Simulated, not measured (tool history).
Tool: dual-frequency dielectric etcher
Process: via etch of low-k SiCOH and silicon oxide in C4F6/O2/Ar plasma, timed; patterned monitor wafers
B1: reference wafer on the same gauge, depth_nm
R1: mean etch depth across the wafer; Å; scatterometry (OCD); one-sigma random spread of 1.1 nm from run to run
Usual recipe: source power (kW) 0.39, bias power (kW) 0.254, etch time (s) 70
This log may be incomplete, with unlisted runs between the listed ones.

run 1 day=0 | source_power_(kW)=0.39 bias_power_(kW)=0.254 etch_time_(s)=70 | B1=177 | R1=2043
-- day=3 gauge calibrated
-- day=3.204 wet clean of the chamber
run 2 day=3.225 | source_power_(kW)=0.39 bias_power_(kW)=0.254 etch_time_(s)=70 | B1=182.9 | R1=2093
run 3 day=4.246 | source_power_(kW)=0.39 bias_power_(kW)=0.254 etch_time_(s)=70 | B1=182.6 | R1=2093
run 4 day=5.896 | source_power_(kW)=0.39 bias_power_(kW)=0.254 etch_time_(s)=70 | B1=182.9 | R1=2113
-- day=6.938 source power generator calibrated
run 5 day=7.121 | source_power_(kW)=0.39 bias_power_(kW)=0.254 etch_time_(s)=70 | B1=182.4 | R1=2082
run 6 day=9.988 | source_power_(kW)=0.39 bias_power_(kW)=0.254 etch_time_(s)=70 | B1=182 | R1=2104
run 7 day=12.438 | source_power_(kW)=0.39 bias_power_(kW)=0.254 etch_time_(s)=70 | B1=181.7 | R1=2098
run 8 day=14.604 | source_power_(kW)=0.39 bias_power_(kW)=0.254 etch_time_(s)=70 | B1=181 | R1=2089
run 9 day=16.046 | source_power_(kW)=0.35 bias_power_(kW)=0.309 etch_time_(s)=78 | B1=180.9 | R1=2410
run 10 day=18.538 | source_power_(kW)=0.42 bias_power_(kW)=0.303 etch_time_(s)=79.5 | B1=181 | R1=2712
run 11 day=20.412 | source_power_(kW)=0.39 bias_power_(kW)=0.235 etch_time_(s)=77 | B1=180.5 | R1=2192
-- day=23.946 wet clean of the chamber
run 12 day=23.967 | source_power_(kW)=0.39 bias_power_(kW)=0.254 etch_time_(s)=70 | B1=180.2 | R1=2093
run 13 day=24.329 | source_power_(kW)=0.29 bias_power_(kW)=0.196 etch_time_(s)=81.5 | B1=180.2 | R1=1720
run 14 day=25.646 | source_power_(kW)=0.45 bias_power_(kW)=0.254 etch_time_(s)=70 | B1=179.6 | R1=2262
run 15 day=27.617 | source_power_(kW)=0.49 bias_power_(kW)=0.254 etch_time_(s)=86 | B1=179.2 | R1=2916
run 16 day=30.429 | source_power_(kW)=0.39 bias_power_(kW)=0.211 etch_time_(s)=70 | B1=178.9 | R1=1875
run 17 day=32.925 | source_power_(kW)=0.39 bias_power_(kW)=0.202 etch_time_(s)=70 | B1=179.1 | R1=1818
run 18 day=34.925 | source_power_(kW)=0.39 bias_power_(kW)=0.289 etch_time_(s)=70 | B1=178.2 | R1=2238
run 19 day=37.658 | source_power_(kW)=0.47 bias_power_(kW)=0.254 etch_time_(s)=51.5 | B1=177.6 | R1=1675
-- day=38.025 bias power generator calibrated
run 20 day=38.746 | source_power_(kW)=0.36 bias_power_(kW)=0.23 etch_time_(s)=50 | B1=177.8 | R1=1316
run 21 day=41.358 | source_power_(kW)=0.39 bias_power_(kW)=0.254 etch_time_(s)=70 | B1=177.4 | R1=2064
-- day=42.738 upper electrode replaced
run 22 day=42.85 | source_power_(kW)=0.39 bias_power_(kW)=0.254 etch_time_(s)=56 | B1=177.7 | R1=1648
-- day=44.242 wet clean of the chamber
run 23 day=48.083 | source_power_(kW)=0.39 bias_power_(kW)=0.254 etch_time_(s)=70 | B1=176.4 | R1=2061
run 24 day=50.808 | source_power_(kW)=0.39 bias_power_(kW)=0.207 etch_time_(s)=62.5 | B1=176.2 | R1=1617
run 25 day=53.558 | source_power_(kW)=0.39 bias_power_(kW)=0.254 etch_time_(s)=70 | B1=175.8 | R1=2017
run 26 day=56.15 | source_power_(kW)=0.39 bias_power_(kW)=0.254 etch_time_(s)=70 | B1=175.8 | R1=2017
run 27 day=57.558 | source_power_(kW)=0.49 bias_power_(kW)=0.311 etch_time_(s)=58 | B1=175.7 | R1=2123
run 28 day=59.312 | source_power_(kW)=0.39 bias_power_(kW)=0.254 etch_time_(s)=70 | B1=175.1 | R1=2023
run 29 day=61.679 | source_power_(kW)=0.39 bias_power_(kW)=0.202 etch_time_(s)=70 | B1=175.3 | R1=1789

What was the tool's hidden state at every run in the log?
etch rate over this chamber's usual, %: 0 on each run
source power that arrives over what is set, %: 0 on each run
bias power that arrives over what is set, %: 0 on each run
H1: gauge reads high (%)
run=1 H1=-3.12
run=2 H1=-0.0365
run=3 H1=-0.114
run=4 H1=-0.239
run=5 H1=-0.332
run=6 H1=-0.549
run=7 H1=-0.735
run=8 H1=-0.899
run=9 H1=-1.01
run=10 H1=-1.2
run=11 H1=-1.34
run=12 H1=-1.61
run=13 H1=-1.64
run=14 H1=-1.74
run=15 H1=-1.89
run=16 H1=-2.1
run=17 H1=-2.29
run=18 H1=-2.44
run=19 H1=-2.65
run=20 H1=-2.73
run=21 H1=-2.93
run=22 H1=-3.04
run=23 H1=-3.44
run=24 H1=-3.64
run=25 H1=-3.85
run=26 H1=-4.05
run=27 H1=-4.16
run=28 H1=-4.29
run=29 H1=-4.47
